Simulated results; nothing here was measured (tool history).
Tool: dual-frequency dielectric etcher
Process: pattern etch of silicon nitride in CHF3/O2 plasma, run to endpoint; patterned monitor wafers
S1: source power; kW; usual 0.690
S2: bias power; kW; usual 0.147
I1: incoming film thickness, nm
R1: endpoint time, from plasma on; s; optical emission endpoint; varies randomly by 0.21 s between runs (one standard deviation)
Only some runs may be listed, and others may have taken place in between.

Run 1, hour 0.0: usual settings; I1 99.9. Result: R1 69.2 s.
Run 2, hour 22.9: usual settings; I1 100.5. Result: R1 69.8 s.
Run 3, hour 47.5: usual settings; I1 99.7. Result: R1 69.0 s.
Run 4, hour 66.8: usual settings; I1 99.1. Result: R1 68.6 s.
Run 5, hour 98.0: usual settings; I1 100.4. Result: R1 69.8 s.
Run 6, hour 119.8: usual settings; I1 99.2. Result: R1 69.2 s.
Run 7, hour 135.4: usual settings; I1 99.2. Result: R1 69.0 s.
Run 8, hour 152.9: usual settings; I1 99.7. Result: R1 69.6 s.
Run 9, hour 176.0: usual settings; I1 99.5. Result: R1 69.7 s.
Run 10, hour 198.6: usual settings; I1 99.7. Result: R1 69.6 s.
At hour 239.6: wet clean of the chamber.
Run 11, hour 240.1: usual settings; I1 99.2. Result: R1 67.5 s.
At hour 265.8: upper electrode replaced.
Run 12, hour 266.3: usual settings but S1 0.650 kW; I1 98.8. Result: R1 69.4 s.
Run 13, hour 266.7: usual settings but S1 0.650 kW; I1 100.4. Result: R1 71.0 s.
Run 14, hour 301.6: usual settings but S1 0.650 kW; I1 98.9. Result: R1 69.9 s.
Run 15, hour 317.7: usual settings; I1 99.2. Result: R1 67.5 s.
Run 16, hour 338.9: usual settings but S2 0.170 kW; I1 99.3. Result: R1 64.6 s.
Run 17, hour 366.0: usual settings; I1 99.1. Result: R1 67.8 s.
Run 18, hour 430.2: usual settings but S1 0.760 kW, S2 0.181 kW; I1 99.2. Result: R1 60.1 s.
At hour 453.8: bias power generator calibrated.
Run 19, hour 455.5: usual settings but S2 0.115 kW; I1 98.9. Result: R1 74.6 s.
Run 20, hour 483.8: usual settings but S1 0.750 kW, S2 0.129 kW; I1 99.8. Result: R1 68.7 s.
Run 21, hour 509.2: usual settings but S1 0.570 kW, S2 0.111 kW; I1 100.1. Result: R1 86.4 s.
At hour 534.4: source power generator calibrated.
Run 22, hour 537.6: usual settings; I1 100.5. Result: R1 70.5 s.
Run 23, hour 559.5: usual settings; I1 99.7. Result: R1 70.3 s.
Run 24, hour 575.4: usual settings but S1 0.760 kW, S2 0.174 kW; I1 98.8. Result: R1 62.1 s.
At hour 610.1: wet clean of the chamber.
Run 25, hour 610.9: usual settings but S1 0.650 kW, S2 0.166 kW; I1 100.1. Result: R1 68.0 s.
Run 26, hour 638.2: usual settings but S2 0.179 kW; I1 98.1. Result: R1 62.8 s.
Run 27, hour 661.6: usual settings; I1 99.8. Result: R1 69.0 s.
Run 28, hour 679.1: usual settings but S1 0.620 kW; I1 99.1. Result: R1 72.7 s.
Run 29, hour 705.9: usual settings but S2 0.165 kW; I1 99.2. Result: R1 65.7 s.
Run 30, hour 718.0: usual settings; I1 100.1. Result: R1 69.5 s.
Run 31, hour 740.3: usual settings; I1 99.9. Result: R1 69.3 s.
Run 32, hour 773.8: usual settings but S1 0.840 kW, S2 0.182 kW; I1 99.5. Result: R1 57.7 s.
Run 33, hour 789.5: usual settings; I1 100.4. Result: R1 69.8 s.
Run 34, hour 821.2: usual settings; I1 100.7. Result: R1 70.2 s.

5 ways to go on from here, each from the tool as it stands after run 34. What would each give?
Run A, hour 821.6: usual settings; I1 99.8. Result: R1 ?.
Run B, hour 821.6: usual settings but S1 0.740 kW, S2 0.125 kW; I1 99.8. Result: R1 ?.
Run C, hour 821.6: usual settings but S1 0.600 kW, S2 0.112 kW; I1 99.8. Result: R1 ?.
Run D, hour 821.6: usual settings but S1 0.530 kW, S2 0.120 kW; I1 99.8. Result: R1 ?.
Run E, hour 821.6: usual settings but S1 0.740 kW, S2 0.121 kW; I1 99.8. Result: R1 ?.

run    R1
  A  69.8
  B  71.1
  C  83.7
  D  88.4
  E  71.9
Without the tool's hidden state the same runs would have given:
run    R1
  A  69.0
  B  70.3
  C  82.8
  D  87.4
  E  71.1

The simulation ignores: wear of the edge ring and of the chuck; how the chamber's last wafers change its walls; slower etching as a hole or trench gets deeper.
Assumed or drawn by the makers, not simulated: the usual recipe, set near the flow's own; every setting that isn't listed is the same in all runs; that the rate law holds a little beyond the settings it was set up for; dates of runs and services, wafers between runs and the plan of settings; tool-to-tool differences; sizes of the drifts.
